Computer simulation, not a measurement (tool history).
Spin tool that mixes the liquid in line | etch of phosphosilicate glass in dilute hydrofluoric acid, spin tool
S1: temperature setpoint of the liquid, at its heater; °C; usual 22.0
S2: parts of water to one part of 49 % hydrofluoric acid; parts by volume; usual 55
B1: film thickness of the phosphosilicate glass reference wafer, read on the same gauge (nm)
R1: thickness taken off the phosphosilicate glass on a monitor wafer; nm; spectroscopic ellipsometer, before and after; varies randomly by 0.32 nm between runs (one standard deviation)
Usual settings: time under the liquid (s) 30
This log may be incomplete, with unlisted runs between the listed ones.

run 1 hour=0.0 | S1=22.0 S2=55 time_under_the_liquid_(s)=30 | B1=140.03 | R1=46.25
run 2 hour=221.0 | S1=22.0 S2=55 time_under_the_liquid_(s)=30 | B1=140.00 | R1=46.15
run 3 hour=277.9 | S1=21.0 S2=55 time_under_the_liquid_(s)=30 | B1=139.98 | R1=44.33
run 4 hour=343.9 | S1=22.0 S2=55 time_under_the_liquid_(s)=30 | B1=140.03 | R1=45.86
run 5 hour=385.6 | S1=22.0 S2=55 time_under_the_liquid_(s)=30 | B1=140.00 | R1=46.15
run 6 hour=451.4 | S1=22.0 S2=55 time_under_the_liquid_(s)=30 | B1=140.00 | R1=46.21
run 7 hour=537.0 | S1=22.0 S2=55 time_under_the_liquid_(s)=30 | B1=139.99 | R1=46.51
run 8 hour=613.3 | S1=22.0 S2=55 time_under_the_liquid_(s)=30 | B1=139.97 | R1=45.77
run 9 hour=715.3 | S1=22.0 S2=55 time_under_the_liquid_(s)=30 | B1=140.04 | R1=45.86
run 10 hour=811.6 | S1=22.0 S2=55 time_under_the_liquid_(s)=30 | B1=140.03 | R1=46.20
-- hour=838.8 hydrofluoric acid flow meter replaced
run 11 hour=884.7 | S1=22.0 S2=55 time_under_the_liquid_(s)=30 | B1=140.01 | R1=45.97
run 12 hour=970.2 | S1=22.0 S2=55 time_under_the_liquid_(s)=40 | B1=140.02 | R1=60.44
run 13 hour=1026.9 | S1=22.0 S2=55 time_under_the_liquid_(s)=40 | B1=139.99 | R1=60.68
-- hour=1061.9 gauge calibrated
run 14 hour=1086.7 | S1=22.0 S2=55 time_under_the_liquid_(s)=30 | B1=139.99 | R1=45.93
-- hour=1121.2 thermometer replaced
run 15 hour=1145.8 | S1=22.0 S2=55 time_under_the_liquid_(s)=30 | B1=139.94 | R1=45.89
run 16 hour=1239.3 | S1=22.0 S2=55 time_under_the_liquid_(s)=30 | B1=140.03 | R1=46.15
run 17 hour=1283.7 | S1=22.0 S2=55 time_under_the_liquid_(s)=30 | B1=139.97 | R1=45.95
run 18 hour=1383.4 | S1=22.0 S2=55 time_under_the_liquid_(s)=30 | B1=140.00 | R1=45.87
run 19 hour=1476.3 | S1=26.0 S2=30 time_under_the_liquid_(s)=20 | B1=140.02 | R1=69.05
run 20 hour=1533.2 | S1=19.5 S2=80 time_under_the_liquid_(s)=40 | B1=139.97 | R1=37.01
run 21 hour=1684.6 | S1=24.0 S2=30 time_under_the_liquid_(s)=20 | B1=140.03 | R1=62.84
run 22 hour=1790.7 | S1=22.0 S2=65 time_under_the_liquid_(s)=50 | B1=139.99 | R1=64.52
run 23 hour=1887.9 | S1=24.0 S2=70 time_under_the_liquid_(s)=40 | B1=140.03 | R1=51.10
-- hour=2032.0 hydrofluoric acid flow meter replaced
run 24 hour=2103.6 | S1=22.0 S2=35 time_under_the_liquid_(s)=30 | B1=140.02 | R1=74.94
run 25 hour=2185.3 | S1=17.5 S2=55 time_under_the_liquid_(s)=20 | B1=140.00 | R1=25.29
run 26 hour=2229.5 | S1=22.0 S2=70 time_under_the_liquid_(s)=30 | B1=139.95 | R1=35.61
-- hour=2303.7 thermometer replaced
run 27 hour=2305.8 | S1=18.0 S2=30 time_under_the_liquid_(s)=40 | B1=139.98 | R1=97.81
run 28 hour=2411.6 | S1=25.5 S2=40 time_under_the_liquid_(s)=30 | B1=139.98 | R1=74.50
run 29 hour=2517.7 | S1=22.0 S2=55 time_under_the_liquid_(s)=50 | B1=140.01 | R1=75.48
run 30 hour=2576.2 | S1=22.0 S2=30 time_under_the_liquid_(s)=35 | B1=140.02 | R1=103.18
run 31 hour=2645.0 | S1=20.0 S2=70 time_under_the_liquid_(s)=20 | B1=139.99 | R1=21.86
run 32 hour=2685.1 | S1=20.5 S2=55 time_under_the_liquid_(s)=15 | B1=139.98 | R1=21.63
run 33 hour=2745.6 | S1=19.5 S2=80 time_under_the_liquid_(s)=40 | B1=139.95 | R1=36.83

Consider 3 possible next runs. They are alternatives, not a sequence: every one starts from the tool as it was left by run 33. What does each give?
run A hour=2746.0 | S1=22.0 S2=40 time_under_the_liquid_(s)=30 | B1=? | R1=?
run B hour=2746.0 | S1=23.5 S2=70 time_under_the_liquid_(s)=25 | B1=? | R1=?
run C hour=2746.0 | S1=22.0 S2=55 time_under_the_liquid_(s)=15 | B1=? | R1=?

run=A B1=140.00 R1=64.98
run=B B1=140.00 R1=31.69
run=C B1=140.00 R1=23.18
Without the tool's unlogged condition, the same runs would have read:
run=A R1=64.98
run=B R1=31.69
run=C R1=23.18
